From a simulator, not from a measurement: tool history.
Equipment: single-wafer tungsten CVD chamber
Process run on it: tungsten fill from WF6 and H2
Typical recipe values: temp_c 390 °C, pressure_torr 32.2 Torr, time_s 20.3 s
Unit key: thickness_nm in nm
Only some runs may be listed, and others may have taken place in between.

run     day  temp_c  pressure_torr  time_s  wafers since the last listed run  hours since the last thermocouple change  hours since the last manometer calibration  hours since the showerhead was replaced  hours since the gauge calibration  read-back reference wafer on the same gauge, thickness_nm  thickness_nm
  1       0     390           32.2    18.8                                 0                                    1494.1                                      1131.1                                   2612.2                              187.1                                                     46.822        41.536
  2   0.425     390           32.2    20.3                               213                                    1504.3                                      1141.3                                   2622.4                              197.3                                                     46.817        44.768
  3   0.962     390           32.2    19.4                               270                                    1517.2                                      1154.2                                   2635.3                              210.2                                                     46.746        42.939
  4   1.554     390           32.2    19.4                               297                                    1531.4                                      1168.4                                   2649.5                              224.4                                                     46.828        42.875
  5   1.812     390           32.2    20.3                               130                                    1537.6                                      1174.6                                   2655.7                              230.6                                                      46.84        44.448
  6   2.371     390           32.2    20.3                               281                                      1551                                        1188                                   2669.1                                244                                                     46.801        44.728
  7   2.938     390           32.2    20.3                               285                                    1564.6                                      1201.6                                   2682.7                              257.6                                                      46.75        44.172
  8   3.488     390           32.2    17.1                               276                                    1577.8                                      1214.8                                   2695.9                              270.8                                                     46.721        37.482
  9   4.225     390           32.2    20.3                               371                                    1595.5                                      1232.5                                   2713.6                              288.5                                                     46.833        44.262
 10   4.708     390           32.2    20.3                               243                                    1607.1                                      1244.1                                   2725.2                              300.1                                                     46.812        44.877
      5.417  -- capacitance manometer re-zeroed and calibrated
 11   5.438     390           32.2    20.3                               199                                    1624.6                                         0.5                                   2742.7                              317.6                                                     46.808        43.918
      5.958  -- thermocouple changed; heater temperature recalibrated
      5.988  -- showerhead replaced
 12   6.012     390           37.2    20.3                               107                                       1.3                                        14.3                                      0.6                              331.4                                                     46.804        56.408
 13   8.212     390           37.2    20.3                              1107                                      54.1                                        67.1                                     53.4                              384.2                                                     46.762        55.538
      8.246  -- gauge calibrated
 14   8.533     390           32.2    23.2                               161                                      61.8                                        74.8                                     61.1                                6.9                                                     46.783         57.49
 15   9.096     390           32.2    18.9                               283                                      75.3                                        88.3                                     74.6                               20.4                                                     46.825        46.614
 16   9.379     403           28.7    20.3                               142                                      82.1                                        95.1                                     81.4                               27.2                                                     46.872        60.105
 17   9.762     404             39    17.3                               193                                      91.3                                       104.3                                     90.6                               36.4                                                     46.824        66.923
 18   10.45     390           32.2    20.3                               346                                     107.8                                       120.8                                    107.1                               52.9                                                     46.844        50.385
 19  10.896     390           32.2    20.3                               224                                     118.5                                       131.5                                    117.8                               63.6                                                     46.761        50.403
 20  11.483     382           37.7    20.3                               295                                     132.6                                       145.6                                    131.9                               77.7                                                     46.798        47.388
 21  11.904     396           25.7    20.3                               211                                     142.7                                       155.7                                      142                               87.8                                                     46.747        46.286
 22  12.312     390           37.1    16.5                               205                                     152.5                                       165.5                                    151.8                               97.6                                                     46.823        44.995
 23  12.679     402           32.2    20.3                               184                                     161.3                                       174.3                                    160.6                              106.4                                                     46.841         63.99
 24  13.204     383           35.4      22                               264                                     173.9                                       186.9                                    173.2                                119                                                     46.747        50.097
 25  13.662     390           25.5    18.7                               230                                     184.9                                       197.9                                    184.2                                130                                                     46.712        37.385
 26  14.221     390           38.9    18.6                               281                                     198.3                                       211.3                                    197.6                              143.4                                                       46.8        52.838
 27  14.883     380           37.4    20.3                               333                                     214.2                                       227.2                                    213.5                              159.3                                                     46.888         44.15
 28  15.504     402           26.4      17                               312                                     229.1                                       242.1                                    228.4                              174.2                                                     46.729        45.282
 29  15.804     399           36.1    21.7                               151                                     236.3                                       249.3                                    235.6                              181.4                                                     46.801        70.448
 30  16.058     390           32.2    20.3                               127                                     242.4                                       255.4                                    241.7                              187.5                                                     46.806        49.592
 31  16.533     390           24.4    20.3                               239                                     253.8                                       266.8                                    253.1                              198.9                                                     46.747        38.519

Across each entry between runs, compare the hidden state at the last listed run before it with the hidden state at the first listed run after it:
From run 10 to run 11: capacitance manometer re-zeroed and calibrated (day 5.417)
  wafer temperature above the value expected at the setpoint (K): -6.6 -> -6.66
  measured result minus the result with no hidden state, thickness_nm: -7.197 -> -7.115 nm
From run 11 to run 12: thermocouple changed; heater temperature recalibrated (day 5.958); showerhead replaced (day 5.988)
  wafer temperature above the value expected at the setpoint (K): -6.66 -> -0.742
  measured result minus the result with no hidden state, thickness_nm: -7.115 -> -0.941 nm
From run 13 to run 14: gauge calibrated (day 8.246)
  wafer temperature above the value expected at the setpoint (K): -0.93 -> -0.957
  measured result minus the result with no hidden state, thickness_nm: -1.164 -> -1.241 nm
